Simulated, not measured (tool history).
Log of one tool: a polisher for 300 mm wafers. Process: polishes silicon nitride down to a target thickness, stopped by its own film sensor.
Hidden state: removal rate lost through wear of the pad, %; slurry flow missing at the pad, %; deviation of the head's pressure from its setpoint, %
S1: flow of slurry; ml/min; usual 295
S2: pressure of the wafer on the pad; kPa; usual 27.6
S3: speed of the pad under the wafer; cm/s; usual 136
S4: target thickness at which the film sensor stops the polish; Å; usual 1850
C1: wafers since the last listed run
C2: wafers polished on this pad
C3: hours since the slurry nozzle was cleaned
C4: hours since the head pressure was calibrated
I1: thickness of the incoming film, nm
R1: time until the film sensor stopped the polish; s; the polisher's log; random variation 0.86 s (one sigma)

Run 1, hour 0.0: usual settings but S1 350 ml/min, S4 2250 Å; C1 0; C2 1304; C3 53.0; C4 65.4; I1 408.3. Result: R1 67.2 s.
Run 2, hour 55.5: usual settings but S1 350 ml/min, S4 2250 Å; C1 764; C2 2068; C3 108.5; C4 120.9; I1 407.1. Result: R1 70.2 s.
Run 3, hour 80.0: usual settings; C1 337; C2 2406; C3 133.0; C4 145.4; I1 410.0. Result: R1 86.0 s.
At hour 178.5: worn pad replaced by a new one.
Run 4, hour 278.5: usual settings; C1 2680; C2 1378; C3 331.5; C4 343.9; I1 415.3. Result: R1 85.8 s.
Run 5, hour 337.9: usual settings; C1 818; C2 2197; C3 390.9; C4 403.3; I1 419.3. Result: R1 88.8 s.
Run 6, hour 399.5: usual settings; C1 848; C2 3046; C3 452.5; C4 464.9; I1 405.3. Result: R1 86.5 s.
At hour 405.3: worn pad replaced by a new one.
At hour 406.7: slurry nozzle cleaned.
Run 7, hour 450.7: usual settings; C1 636; C2 611; C3 44.0; C4 516.1; I1 407.8. Result: R1 80.6 s.
Run 8, hour 657.1: usual settings but S1 365 ml/min, S3 152 cm/s; C1 2844; C2 3455; C3 250.4; C4 722.5; I1 412.7. Result: R1 84.3 s.
At hour 675.3: worn pad replaced by a new one.
Run 9, hour 728.4: usual settings; C1 927; C2 731; C3 321.7; C4 793.8; I1 410.4. Result: R1 81.5 s.
At hour 778.4: head pressure recalibrated.
Run 10, hour 792.1: usual settings but S1 370 ml/min, S2 21.4 kPa, S3 168 cm/s, S4 1470 Å; C1 850; C2 1581; C3 385.4; C4 13.7; I1 409.0. Result: R1 110.4 s.
Run 11, hour 863.6: usual settings but S1 195 ml/min; C1 985; C2 2567; C3 456.9; C4 85.2; I1 404.2. Result: R1 88.0 s.
Run 12, hour 897.5: usual settings but S1 225 ml/min, S2 34.5 kPa, S3 122 cm/s, S4 1480 Å; C1 467; C2 3034; C3 490.8; C4 119.1; I1 414.5. Result: R1 90.2 s.
At hour 933.0: slurry nozzle cleaned.
Run 13, hour 942.5: usual settings; C1 606; C2 3640; C3 9.5; C4 164.1; I1 414.4. Result: R1 91.7 s.
At hour 974.6: worn pad replaced by a new one.
Run 14, hour 1051.5: usual settings but S1 240 ml/min, S2 31.7 kPa, S3 122 cm/s, S4 2580 Å; C1 1447; C2 1059; C3 118.5; C4 273.1; I1 410.8. Result: R1 52.9 s.
Run 15, hour 1090.7: usual settings but S3 158 cm/s, S4 2420 Å; C1 540; C2 1600; C3 157.7; C4 312.3; I1 414.7. Result: R1 57.9 s.
Run 16, hour 1159.3: usual settings; C1 945; C2 2545; C3 226.3; C4 380.9; I1 414.3. Result: R1 87.4 s.
At hour 1217.7: worn pad replaced by a new one.
Run 17, hour 1218.2: usual settings but S1 245 ml/min; C1 756; C2 7; C3 285.2; C4 439.8; I1 413.5. Result: R1 82.1 s.
Run 18, hour 1286.2: usual settings but S1 225 ml/min, S2 34.5 kPa, S3 122 cm/s, S4 1480 Å; C1 937; C2 944; C3 353.2; C4 507.8; I1 410.2. Result: R1 84.0 s.
Run 19, hour 1311.5: usual settings but S1 390 ml/min, S2 35.9 kPa; C1 348; C2 1293; C3 378.5; C4 533.1; I1 410.1. Result: R1 63.2 s.

3 ways to go on from here, each from the tool as it stands after run 19. What would each give?
Run A, hour 1311.9: usual settings but S3 94 cm/s; C1 5; C2 1298; C3 378.9; C4 533.5; I1 406.3. Result: R1 ?.
Run B, hour 1311.9: usual settings but S4 1360 Å; C1 5; C2 1298; C3 378.9; C4 533.5; I1 406.3. Result: R1 ?.
Run C, hour 1311.9: usual settings but S1 390 ml/min, S2 20.0 kPa, S3 172 cm/s; C1 5; C2 1298; C3 378.9; C4 533.5; I1 406.3. Result: R1 ?.

run     R1
  A  100.5
  B   99.1
  C   94.8
Without the tool's hidden state the same runs would have given:
run    R1
  A  95.8
  B  94.4
  C  90.3
